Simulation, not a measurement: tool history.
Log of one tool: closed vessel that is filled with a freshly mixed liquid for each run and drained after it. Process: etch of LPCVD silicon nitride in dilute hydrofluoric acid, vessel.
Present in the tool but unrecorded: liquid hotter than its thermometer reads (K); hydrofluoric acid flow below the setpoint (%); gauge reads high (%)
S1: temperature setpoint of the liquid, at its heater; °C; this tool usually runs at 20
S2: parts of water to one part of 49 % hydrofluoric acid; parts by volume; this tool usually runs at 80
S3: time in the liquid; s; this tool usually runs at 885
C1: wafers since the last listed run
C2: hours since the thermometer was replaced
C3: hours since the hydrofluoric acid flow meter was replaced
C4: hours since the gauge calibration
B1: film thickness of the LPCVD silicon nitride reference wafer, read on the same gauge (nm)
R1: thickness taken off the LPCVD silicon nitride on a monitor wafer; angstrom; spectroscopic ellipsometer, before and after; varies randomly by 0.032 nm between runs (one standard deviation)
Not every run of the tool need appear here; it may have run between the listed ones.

| run | hour | S1 | S2 | S3 | C1 | C2 | C3 | C4 | B1 | R1 |
|---|---|---|---|---|---|---|---|---|---|---|
| 1 | 0 | 20 | 80 | 885 | 0 | 447 | 448.9 | 464.6 | 59.996 | 39.06 |
| 2 | 98.3 | 20 | 80 | 885 | 6523 | 545.3 | 547.2 | 562.9 | 60.013 | 39.55 |
| 3 | 187.3 | 20 | 70 | 885 | 5905 | 634.3 | 636.2 | 651.9 | 60.029 | 43.67 |
| 4 | 228.6 | 20 | 70 | 885 | 2740 | 675.6 | 677.5 | 693.2 | 59.982 | 44.62 |
| 5 | 344.8 | 20 | 70 | 885 | 7710 | 791.8 | 793.7 | 809.4 | 59.993 | 44.28 |
| 6 | 424.7 | 20 | 80 | 1205 | 5302 | 871.7 | 873.6 | 889.3 | 60.022 | 52.82 |
| 7 | 469.9 | 20 | 80 | 1205 | 2999 | 916.9 | 918.8 | 934.5 | 59.987 | 52.2 |
| 8 | 551.8 | 20 | 80 | 885 | 5434 | 998.8 | 1000.7 | 1016.4 | 59.987 | 38.32 |
| 9 | 650.2 | 17 | 80 | 885 | 6529 | 1097.2 | 1099.1 | 1114.8 | 59.945 | 31.59 |
| 10 | 712.3 | 20 | 80 | 885 | 4120 | 1159.3 | 1161.2 | 1176.9 | 59.993 | 38.35 |
| 11 | 754.9 | 20 | 80 | 885 | 2826 | 1201.9 | 1203.8 | 1219.5 | 60.055 | 38.24 |
| 12 | 832.1 | 20 | 80 | 885 | 5122 | 1279.1 | 1281 | 1296.7 | 60.017 | 38.02 |
| 13 | 894.3 | 23.5 | 110 | 885 | 4127 | 1341.3 | 1343.2 | 1358.9 | 59.992 | 35.02 |
| 14 | 960.1 | 17 | 80 | 495 | 4366 | 1407.1 | 1409 | 1424.7 | 60.043 | 17.27 |
|  | 982.1 | hydrofluoric acid flow meter replaced |
|  | 1004.9 | thermometer replaced |
| 15 | 1026 | 23 | 50 | 410 | 4240 | 21.1 | 43.9 | 1490.6 | 60.027 | 36.06 |
| 16 | 1133.6 | 17 | 50 | 885 | 7140 | 128.7 | 151.5 | 1598.2 | 59.983 | 51.07 |
|  | 1168.6 | gauge calibrated |
| 17 | 1179.4 | 17.5 | 105 | 1315 | 3039 | 174.5 | 197.3 | 10.8 | 60.012 | 37.98 |
| 18 | 1280.3 | 20 | 80 | 885 | 6695 | 275.4 | 298.2 | 111.7 | 59.987 | 39.21 |
| 19 | 1342.8 | 20 | 80 | 885 | 4147 | 337.9 | 360.7 | 174.2 | 59.999 | 38.97 |
| 20 | 1438.7 | 17 | 100 | 1065 | 6363 | 433.8 | 456.6 | 270.1 | 59.983 | 30.96 |
| 21 | 1533 | 18 | 80 | 885 | 6257 | 528.1 | 550.9 | 364.4 | 59.989 | 33.99 |
| 22 | 1632.8 | 20 | 80 | 885 | 6622 | 627.9 | 650.7 | 464.2 | 59.988 | 39.32 |
| 23 | 1669.8 | 20 | 80 | 885 | 2455 | 664.9 | 687.7 | 501.2 | 59.995 | 39.33 |
| 24 | 1768.5 | 20 | 70 | 885 | 6549 | 763.6 | 786.4 | 599.9 | 59.992 | 44.91 |

Below are 5 alternative next runs, each starting from the tool's condition after run 24. Predict each:
| A | 1769.4 | 20 | 80 | 885 | 59 | 764.5 | 787.3 | 600.8 | ? | ? |
| B | 1769.4 | 20 | 80 | 1375 | 59 | 764.5 | 787.3 | 600.8 | ? | ? |
| C | 1769.4 | 23.5 | 80 | 885 | 59 | 764.5 | 787.3 | 600.8 | ? | ? |
| D | 1769.4 | 24.5 | 65 | 1175 | 59 | 764.5 | 787.3 | 600.8 | ? | ? |
| E | 1769.4 | 22.5 | 50 | 540 | 59 | 764.5 | 787.3 | 600.8 | ? | ? |

| run | B1 | R1 |
|---|---|---|
| A | 59.968 | 38.8 |
| B | 59.968 | 60.29 |
| C | 59.968 | 49.1 |
| D | 59.968 | 85.48 |
| E | 59.968 | 44.45 |
Stripped of hidden state, with their random variation kept, the same runs would have yielded:
| run | R1 |
|---|---|
| A | 40.01 |
| B | 62.16 |
| C | 50.71 |
| D | 88.28 |
| E | 45.85 |
